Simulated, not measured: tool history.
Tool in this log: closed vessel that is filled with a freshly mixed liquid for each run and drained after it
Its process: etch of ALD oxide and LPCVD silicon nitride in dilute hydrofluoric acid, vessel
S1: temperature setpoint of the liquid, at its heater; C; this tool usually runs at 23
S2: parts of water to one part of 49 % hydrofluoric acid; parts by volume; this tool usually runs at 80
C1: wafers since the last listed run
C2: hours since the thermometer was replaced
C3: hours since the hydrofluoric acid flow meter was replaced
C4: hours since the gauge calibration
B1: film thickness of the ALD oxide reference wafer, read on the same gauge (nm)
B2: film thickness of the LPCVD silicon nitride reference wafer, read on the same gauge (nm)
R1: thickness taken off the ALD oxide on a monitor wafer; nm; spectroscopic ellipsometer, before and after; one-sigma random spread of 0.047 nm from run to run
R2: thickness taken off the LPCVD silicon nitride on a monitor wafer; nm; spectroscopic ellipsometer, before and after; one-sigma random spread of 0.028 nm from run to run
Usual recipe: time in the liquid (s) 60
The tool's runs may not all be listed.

Run 1, hour 0: usual settings; C1 0; C2 1247.6; C3 1365.8; C4 432.4; B1 69.99; B2 110.012. Result: R1 9.61 nm, R2 0.225 nm.
Run 2, hour 32.4: usual settings; C1 3983; C2 1280; C3 1398.2; C4 464.8; B1 69.98; B2 109.984. Result: R1 9.67 nm, R2 0.255 nm.
Run 3, hour 56.8: usual settings but S2 50 parts by volume; C1 3000; C2 1304.4; C3 1422.6; C4 489.2; B1 70.02; B2 109.947. Result: R1 16.05 nm, R2 0.382 nm.
Run 4, hour 76.3: usual settings but S2 50 parts by volume; C1 2397; C2 1323.9; C3 1442.1; C4 508.7; B1 69.98; B2 110.001. Result: R1 16.2 nm, R2 0.386 nm.
Run 5, hour 112.2: usual settings but S1 21.5 C, time in the liquid (s) 75; C1 4413; C2 1359.8; C3 1478; C4 544.6; B1 70; B2 109.988. Result: R1 11.37 nm, R2 0.327 nm.
Run 6, hour 137.3: usual settings but S1 21.5 C, time in the liquid (s) 75; C1 3086; C2 1384.9; C3 1503.1; C4 569.7; B1 70; B2 109.987. Result: R1 11.33 nm, R2 0.311 nm.
At hour 145.7: thermometer replaced.
Run 7, hour 153.7: usual settings; C1 1893; C2 8; C3 1519.5; C4 586.1; B1 70.02; B2 109.97. Result: R1 10.13 nm, R2 0.316 nm.
At hour 157.4: gauge calibrated.
Run 8, hour 171.4: usual settings; C1 2176; C2 25.7; C3 1537.2; C4 14; B1 69.97; B2 110.051. Result: R1 10.19 nm, R2 0.305 nm.
Run 9, hour 203.1: usual settings; C1 3897; C2 57.4; C3 1568.9; C4 45.7; B1 69.97; B2 110.003. Result: R1 10.29 nm, R2 0.266 nm.
Run 10, hour 230.5: usual settings; C1 3368; C2 84.8; C3 1596.3; C4 73.1; B1 69.99; B2 110.007. Result: R1 10.2 nm, R2 0.265 nm.
Run 11, hour 243.2: usual settings but S1 20 C, S2 90 parts by volume, time in the liquid (s) 45; C1 1561; C2 97.5; C3 1609; C4 85.8; B1 70.02; B2 110.009. Result: R1 5.94 nm, R2 0.121 nm.
Run 12, hour 257.1: usual settings but S1 26 C, S2 100 parts by volume, time in the liquid (s) 30; C1 1709; C2 111.4; C3 1622.9; C4 99.7; B1 69.99; B2 110.019. Result: R1 4.45 nm, R2 0.127 nm.
Run 13, hour 269.3: usual settings; C1 1500; C2 123.6; C3 1635.1; C4 111.9; B1 69.97; B2 109.998. Result: R1 10.18 nm, R2 0.29 nm.
Run 14, hour 300: usual settings but S1 26.5 C; C1 3774; C2 154.3; C3 1665.8; C4 142.6; B1 70.02; B2 110.011. Result: R1 11.74 nm, R2 0.389 nm.
Run 15, hour 329.1: usual settings; C1 3577; C2 183.4; C3 1694.9; C4 171.7; B1 69.95; B2 109.977. Result: R1 10.18 nm, R2 0.268 nm.
Run 16, hour 346.6: usual settings but S1 24.5 C, S2 50 parts by volume, time in the liquid (s) 30; C1 2151; C2 200.9; C3 1712.4; C4 189.2; B1 69.96; B2 110.016. Result: R1 8.99 nm, R2 0.258 nm.
Run 17, hour 391.5: usual settings; C1 5520; C2 245.8; C3 1757.3; C4 234.1; B1 69.99; B2 109.982. Result: R1 10.18 nm, R2 0.267 nm.
At hour 476.8: hydrofluoric acid flow meter replaced.
Run 18, hour 489.8: usual settings but S1 19.5 C, S2 90 parts by volume, time in the liquid (s) 50; C1 11963; C2 344.1; C3 13; C4 332.4; B1 69.99; B2 109.955. Result: R1 6.33 nm, R2 0.174 nm.
Run 19, hour 517.3: usual settings; C1 3381; C2 371.6; C3 40.5; C4 359.9; B1 70; B2 109.966. Result: R1 10.09 nm, R2 0.32 nm.
Run 20, hour 552.4: usual settings but S1 27.5 C, time in the liquid (s) 35; C1 4315; C2 406.7; C3 75.6; C4 395; B1 70.03; B2 109.993. Result: R1 6.99 nm, R2 0.25 nm.
Run 21, hour 634.6: usual settings; C1 10106; C2 488.9; C3 157.8; C4 477.2; B1 70.02; B2 110.033. Result: R1 10.02 nm, R2 0.277 nm.
Run 22, hour 662.1: usual settings; C1 3381; C2 516.4; C3 185.3; C4 504.7; B1 70.05; B2 110.022. Result: R1 10.05 nm, R2 0.237 nm.
Run 23, hour 698.1: usual settings but S1 27.5 C, S2 60 parts by volume, time in the liquid (s) 30; C1 4426; C2 552.4; C3 221.3; C4 540.7; B1 69.96; B2 110.039. Result: R1 8.16 nm, R2 0.235 nm.
At hour 716.2: gauge calibrated.
Run 24, hour 720.9: usual settings but S1 21 C, time in the liquid (s) 90; C1 2803; C2 575.2; C3 244.1; C4 4.7; B1 70; B2 110.058. Result: R1 13.76 nm, R2 0.452 nm.
Run 25, hour 752.7: usual settings but S1 18 C, S2 105 parts by volume; C1 3909; C2 607; C3 275.9; C4 36.5; B1 69.99; B2 109.978. Result: R1 6.03 nm, R2 0.141 nm.

Measured less the same run without the tool's hidden state. The same run-to-run variation is in both; the gauge's scatter may not be:
Hidden state present: liquid colder than its thermometer reads (K); hydrofluoric acid flow below the setpoint (%); gauge reads high (%).
run     R1      R2
  1  -0.58  -0.023
  2  -0.59  -0.026
  3  -1.02  -0.041
  4  -1.03  -0.041
  5  -0.74  -0.037
  6  -0.75  -0.035
  7  -0.04  -0.002
  8  -0.05  -0.002
  9  -0.07  -0.003
 10  -0.07  -0.003
 11  -0.05  -0.002
 12  -0.04  -0.002
 13  -0.08  -0.004
 14  -0.12  -0.006
 15  -0.11  -0.005
 16  -0.11  -0.005
 17  -0.14  -0.006
 18  -0.12  -0.005
 19  -0.19  -0.011
 20  -0.14  -0.008
 21  -0.24  -0.011
 22  -0.26   -0.01
 23  -0.21  -0.011
 24  -0.39  -0.021
 25  -0.18  -0.008
